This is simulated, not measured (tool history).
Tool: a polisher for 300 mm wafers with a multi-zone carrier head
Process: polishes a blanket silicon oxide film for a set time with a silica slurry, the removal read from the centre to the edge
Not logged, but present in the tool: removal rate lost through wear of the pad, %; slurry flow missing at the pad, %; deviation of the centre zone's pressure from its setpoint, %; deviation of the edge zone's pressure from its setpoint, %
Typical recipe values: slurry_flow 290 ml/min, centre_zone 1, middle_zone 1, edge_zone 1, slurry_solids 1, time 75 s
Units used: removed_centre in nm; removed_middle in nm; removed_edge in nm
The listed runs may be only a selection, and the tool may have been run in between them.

run,hour,slurry_flow,centre_zone,middle_zone,edge_zone,slurry_solids,time,wafers since the last listed run,wafers polished on this pad,hours since the slurry nozzle was cleaned,hours since the centre zone pressure was calibrated,hours since the edge zone pressure was calibrated,hours since the carrier head's membrane was replaced,"incoming thickness of the incoming film, nm",removed_centre,removed_middle,removed_edge
1,0,290,1,1,1,1.1,75,0,244,307.4,394.6,928,1414.9,1896.1,264.5,262,276.4
2,33,290,1,1,1,1.1,75,186,431,340.4,427.6,961,1447.9,1931.3,261.4,259.1,271.8
3,57.7,290,1,0.9,1,1,75,139,570,365.1,452.3,985.7,1472.6,1890.1,255.6,231.8,262.6
4,144,290,1,0.9,1,1,75,487,1058,451.4,538.6,1072,1558.9,1922.8,248.7,225.8,260.1
5,170.9,290,1,1,1,1,75,152,1210,478.3,565.5,1098.9,1585.8,1908.7,252.1,244.4,261.7
# hour 178.9: worn pad replaced by a new one
6,204.7,290,1,1,1,1,75,168,145,512.1,599.3,1132.7,1619.6,1906.3,248.3,244.7,260
7,225.1,290,1,1,1,1,75,115,261,532.5,619.7,1153.1,1640,1922.9,251.9,249.8,261.9
# hour 240.4: slurry nozzle cleaned
# hour 265: carrier head's membrane replaced by a new one
8,298.7,290,1,1,1,1,75,382,643,58.3,693.3,1226.7,33.7,1876.6,275.2,264.4,269.5
# hour 315.5: edge zone pressure recalibrated
9,322.6,290,1,1,1,1,75,123,766,82.2,717.2,7.1,57.6,1902.2,263.5,260.2,267.1
10,347.6,290,1.06,1,1.12,1,75,141,908,107.2,742.2,32.1,82.6,1934.9,277.7,258.5,283.1
# hour 387: centre zone pressure recalibrated
11,393.6,290,0.97,0.89,1,1,51,248,1157,153.2,6.6,78.1,128.6,1950.3,171.3,155.9,180.3
12,405.9,290,1,1,1,0.85,75,69,1226,165.5,18.9,90.4,140.9,1897.2,241.5,232.6,247.7
# hour 411.2: worn pad replaced by a new one
13,430.7,290,1,1.08,1,1,75,117,110,190.3,43.7,115.2,165.7,1889.2,255.2,274.5,264.9
14,458.3,290,1,1,1,1,75,156,266,217.9,71.3,142.8,193.3,1917.5,255,250,261.8
15,472,290,1,1.07,1,1,75,77,343,231.6,85,156.5,207,1895.4,256.5,268.2,262.8
16,500.2,290,1,1,1,1,75,159,503,259.8,113.2,184.7,235.2,1896.7,254.5,251.1,265.3
17,524,290,1,1,1,1,75,134,637,283.6,137,208.5,259,1890.9,260.2,248.7,263
18,556.7,290,1,1,1.11,1,88,184,822,316.3,169.7,241.2,291.7,1895.5,296.7,292.4,319.9

Alternative continuations, all from the tool just after run 18; predict every row:
A,557.2,320,1,1,1,1,75,2,825,316.8,170.2,241.7,292.2,1897.6,?,?,?
B,557.2,195,1,0.89,1,1,75,2,825,316.8,170.2,241.7,292.2,1897.6,?,?,?
C,557.2,290,1,1,1,0.9,67,2,825,316.8,170.2,241.7,292.2,1897.6,?,?,?
D,557.2,290,1,1,1,1,59,2,825,316.8,170.2,241.7,292.2,1897.6,?,?,?
E,557.2,255,1,1,1,1,75,2,825,316.8,170.2,241.7,292.2,1897.6,?,?,?

run,removed_centre,removed_middle,removed_edge
A,249.7,255.3,265.7
B,224,210.6,248.6
C,209.3,214.4,224.1
D,193,197.8,206.7
E,239.2,245.8,258.5
What these runs would have given with no unlogged condition in the tool:
run,removed_centre,removed_middle,removed_edge
A,266.7,270.8,277.8
B,249.7,231.8,266.2
C,225.1,228.8,235.2
D,207.6,211.1,216.9
E,259.9,264.6,272.9

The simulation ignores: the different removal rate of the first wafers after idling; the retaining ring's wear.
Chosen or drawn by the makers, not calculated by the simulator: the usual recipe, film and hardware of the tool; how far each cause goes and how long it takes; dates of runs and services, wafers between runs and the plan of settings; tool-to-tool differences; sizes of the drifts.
